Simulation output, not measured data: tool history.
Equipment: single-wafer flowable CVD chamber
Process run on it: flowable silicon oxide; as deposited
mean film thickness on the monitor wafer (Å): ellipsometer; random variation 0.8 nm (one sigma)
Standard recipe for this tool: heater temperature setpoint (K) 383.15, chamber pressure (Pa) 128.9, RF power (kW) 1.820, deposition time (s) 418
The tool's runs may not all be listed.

run,hour,heater temperature setpoint (K),chamber pressure (Pa),RF power (kW),deposition time (s),wafers since the last listed run,hours since the last thermocouple change,hours since the last RF generator calibration,hours since the last manometer calibration,hours since the showerhead was replaced,hours since the gauge calibration,"read-back reference wafer on the same gauge, thickness_nm",mean film thickness on the monitor wafer (Å)
1,0.0,383.15,128.9,1.820,418,0,1705.6,1130.8,1148.6,3927.2,166.5,225.850,1920.53
2,25.6,383.15,128.9,1.820,418,99,1731.2,1156.4,1174.2,3952.8,192.1,225.727,1911.04
3,61.0,383.15,128.9,1.705,418,137,1766.6,1191.8,1209.6,3988.2,227.5,226.056,1877.65
4,76.5,383.15,128.9,1.705,418,60,1782.1,1207.3,1225.1,4003.7,243.0,226.175,1869.22
5,89.1,383.15,128.9,1.585,418,49,1794.7,1219.9,1237.7,4016.3,255.6,226.148,1802.91
6,116.0,383.15,128.9,1.585,418,104,1821.6,1246.8,1264.6,4043.2,282.5,226.031,1801.93
7,134.3,383.15,128.9,1.585,418,71,1839.9,1265.1,1282.9,4061.5,300.8,225.938,1804.14
8,155.9,383.15,149.3,1.820,418,84,1861.5,1286.7,1304.5,4083.1,322.4,225.853,2214.50
9,173.0,383.15,149.3,1.820,418,66,1878.6,1303.8,1321.6,4100.2,339.5,225.548,2207.27
10,191.1,383.15,149.3,1.820,418,70,1896.7,1321.9,1339.7,4118.3,357.6,226.045,2214.38
11,220.2,383.15,128.9,1.820,418,113,1925.8,1351.0,1368.8,4147.4,386.7,225.909,1906.34
# hour 241.5: capacitance manometer re-zeroed and calibrated
12,242.0,383.15,128.9,1.820,418,53,1947.6,1372.8,0.5,4169.2,408.5,225.964,1909.24
# hour 248.6: gauge calibrated
13,253.0,383.15,150.9,1.820,418,42,1958.6,1383.8,11.5,4180.2,4.4,225.634,2239.19
14,279.2,383.15,128.9,1.585,418,102,1984.8,1410.0,37.7,4206.4,30.6,226.155,1813.24
15,295.3,376.15,102.5,2.120,439,62,2000.9,1426.1,53.8,4222.5,46.7,226.028,2039.44
# hour 316.0: thermocouple changed; heater temperature recalibrated
16,336.4,395.15,97.5,1.970,452,128,20.4,1467.2,94.9,4263.6,87.8,226.073,1295.19
# hour 357.7: RF generator calibrated
17,358.2,396.15,128.9,1.820,418,53,42.2,0.5,116.7,4285.4,109.6,225.984,1506.13
18,377.6,383.15,128.9,1.945,471,75,61.6,19.9,136.1,4304.8,129.0,226.172,2444.35
19,398.5,389.15,150.4,1.640,418,81,82.5,40.8,157.0,4325.7,149.9,225.989,1996.76
20,418.8,383.15,128.9,1.705,418,79,102.8,61.1,177.3,4346.0,170.2,226.285,2053.00
21,436.8,383.15,107.1,1.820,418,70,120.8,79.1,195.3,4364.0,188.2,226.199,1743.62
22,484.0,370.15,128.9,1.820,384,183,168.0,126.3,242.5,4411.2,235.4,226.034,2810.12
23,498.6,383.15,128.9,1.820,418,56,182.6,140.9,257.1,4425.8,250.0,226.178,2080.16
# hour 509.5: showerhead replaced
24,532.2,383.15,128.9,1.820,418,99,216.2,174.5,290.7,22.7,283.6,225.555,2068.84
25,546.3,376.15,128.9,1.485,418,54,230.3,188.6,304.8,36.8,297.7,226.037,2308.98
26,606.8,378.15,111.3,1.595,418,235,290.8,249.1,365.3,97.3,358.2,226.189,1939.56
27,623.4,383.15,128.9,1.710,463,64,307.4,265.7,381.9,113.9,374.8,226.289,2216.00
28,648.6,375.15,156.4,1.820,373,98,332.6,290.9,407.1,139.1,400.0,226.304,2770.84

Each row is a separate what-if for the run after 28, all from the same tool condition, not one after another. Results?
A,649.1,383.15,128.9,1.820,418,1,333.1,291.4,407.6,139.6,400.5,?,?
B,649.1,383.15,128.9,1.820,388,1,333.1,291.4,407.6,139.6,400.5,?,?
C,649.1,376.15,148.4,2.065,392,1,333.1,291.4,407.6,139.6,400.5,?,?
D,649.1,383.15,128.9,2.075,418,1,333.1,291.4,407.6,139.6,400.5,?,?

run,"read-back reference wafer on the same gauge, thickness_nm",mean film thickness on the monitor wafer (Å)
A,225.918,2047.61
B,225.918,1900.65
C,225.918,2792.80
D,225.918,2126.81
Stripped of hidden state, with their random variation kept, the same runs would have yielded:
run,mean film thickness on the monitor wafer (Å)
A,2154.74
B,2000.10
C,2947.84
D,2238.09

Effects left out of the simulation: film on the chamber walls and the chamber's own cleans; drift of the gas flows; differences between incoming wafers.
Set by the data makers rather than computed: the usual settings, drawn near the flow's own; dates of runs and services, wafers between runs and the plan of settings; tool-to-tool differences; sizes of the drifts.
